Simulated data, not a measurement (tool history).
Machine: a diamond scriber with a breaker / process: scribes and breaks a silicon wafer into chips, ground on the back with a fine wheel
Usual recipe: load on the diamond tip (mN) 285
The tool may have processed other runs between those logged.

run,hour,load on the diamond tip (mN),"incoming depth of the damage left on the back of the incoming wafer, um",depth of the median crack under the scribed line (um),chips rejected at inspection after the break (%)
1,0.0,338,2.17,14.52,5.37
2,30.7,285,1.55,12.92,1.65
3,55.6,285,1.94,12.67,1.80
4,82.2,285,2.21,12.72,1.96
5,161.2,285,2.01,12.66,1.79
6,185.1,285,2.52,12.91,2.20
7,209.3,285,2.25,12.84,1.85
8,238.5,285,2.14,12.78,1.87
# hour 270.4: load on the tip recalibrated
9,271.8,285,2.28,11.55,1.20
10,302.0,285,1.66,11.68,0.79
11,327.8,285,2.29,11.66,1.30
12,340.0,329,2.32,13.15,2.32
13,373.7,324,2.34,12.97,2.36
14,391.1,343,2.84,13.43,3.37
15,426.2,285,1.73,11.98,0.89
# hour 452.4: diamond tip replaced by a new one, of another model than before
16,461.0,327,1.55,14.30,5.16
17,480.0,365,1.56,16.08,10.43
18,502.8,285,2.01,12.31,1.19
19,534.3,200,1.90,7.09,22.97
20,558.3,285,1.74,12.40,1.25
21,634.0,261,2.59,11.15,1.82
22,653.9,285,2.40,12.72,1.85

5 options for the next run, each taken on its own from the tool as it stands now. Forecast them:
A,654.5,359,1.70,?,?
B,654.5,251,1.70,?,?
C,654.5,330,1.70,?,?
D,654.5,225,1.70,?,?
E,654.5,319,1.70,?,?

run,depth of the median crack under the scribed line (um),chips rejected at inspection after the break (%)
A,16.66,10.78
B,10.70,1.51
C,15.18,6.32
D,9.02,6.62
E,14.60,4.80
With no hidden state in the tool, these same runs would have given:
run,depth of the median crack under the scribed line (um),chips rejected at inspection after the break (%)
A,15.29,6.64
B,9.83,3.47
C,13.94,3.29
D,8.28,10.80
E,13.40,2.29
